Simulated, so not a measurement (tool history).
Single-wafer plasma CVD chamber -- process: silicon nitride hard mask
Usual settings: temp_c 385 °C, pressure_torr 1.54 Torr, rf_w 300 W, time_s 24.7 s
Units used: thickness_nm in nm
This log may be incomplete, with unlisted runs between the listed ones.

run    hour  temp_c  pressure_torr  rf_w  time_s  read-back reference wafer on the same gauge, thickness_nm  thickness_nm
  1     0.0     385           1.54   300    24.7                                                     25.397        27.137
  2    71.9     385           1.54   300    24.7                                                     25.380        27.145
  3   112.9     391           1.54   335    24.7                                                     25.417        29.272
  4   174.7     391           1.54   335    24.7                                                     25.449        28.962
  5   214.1     391           1.54   335    24.7                                                     25.361        28.920
  6   242.1     385           1.54   300    24.7                                                     25.394        26.786
  7   299.1     385           1.54   300    24.7                                                     25.323        26.735
  8   349.2     385           1.54   300    24.7                                                     25.362        26.892
  9   376.6     385           1.54   280    24.7                                                     25.447        25.911
 10   421.6     385           1.54   280    24.7                                                     25.336        25.750
 11   632.9     385           1.54   280    24.7                                                     25.375        25.788
 12   657.1     385           1.54   300    24.7                                                     25.473        27.102
 13   689.4     385           1.74   300    24.7                                                     25.389        28.149
 14   739.4     385           1.19   300    24.7                                                     25.437        24.834
 15   806.9     380           1.54   300    24.7                                                     25.400        27.242
 16   874.0     394           1.26   300    24.7                                                     25.435        24.988
 17   904.1     374           1.54   240    22.9                                                     25.374        21.247
 18   938.3     397           1.76   360    21.2                                                     25.393        27.235
 19  1000.5     385           1.19   300    24.7                                                     25.352        24.745
 20  1027.5     391           1.54   335    24.7                                                     25.408        28.907
 21  1096.8     385           1.70   250    28.3                                                     25.384        27.923
 22  1304.8     385           1.25   300    24.7                                                     25.435        25.208
 23  1335.8     385           1.54   300    21.1                                                     25.390        23.222
 24  1398.0     385           1.20   270    28.3                                                     25.441        26.250
 25  1522.3     385           1.54   300    24.7                                                     25.374        27.322

Removed from this log: 6 entries logged between the listed runs. Between which two listed runs does each belong, and how does the tool's hidden state at the listed run before it compare with that at the listed run after it?
From run 10 to run 11: RF generator calibrated (hour 555.9); capacitance manometer re-zeroed and calibrated (hour 601.9)
  the hidden state is the same at both runs
From run 16 to run 17: gauge calibrated (hour 896.4)
  the hidden state is the same at both runs
From run 17 to run 18: thermocouple changed; heater temperature recalibrated (hour 921.8)
  the hidden state is the same at both runs
From run 21 to run 22: showerhead replaced (hour 1172.3)
  the hidden state is the same at both runs
From run 24 to run 25: RF generator calibrated (hour 1423.3)
  the hidden state is the same at both runs

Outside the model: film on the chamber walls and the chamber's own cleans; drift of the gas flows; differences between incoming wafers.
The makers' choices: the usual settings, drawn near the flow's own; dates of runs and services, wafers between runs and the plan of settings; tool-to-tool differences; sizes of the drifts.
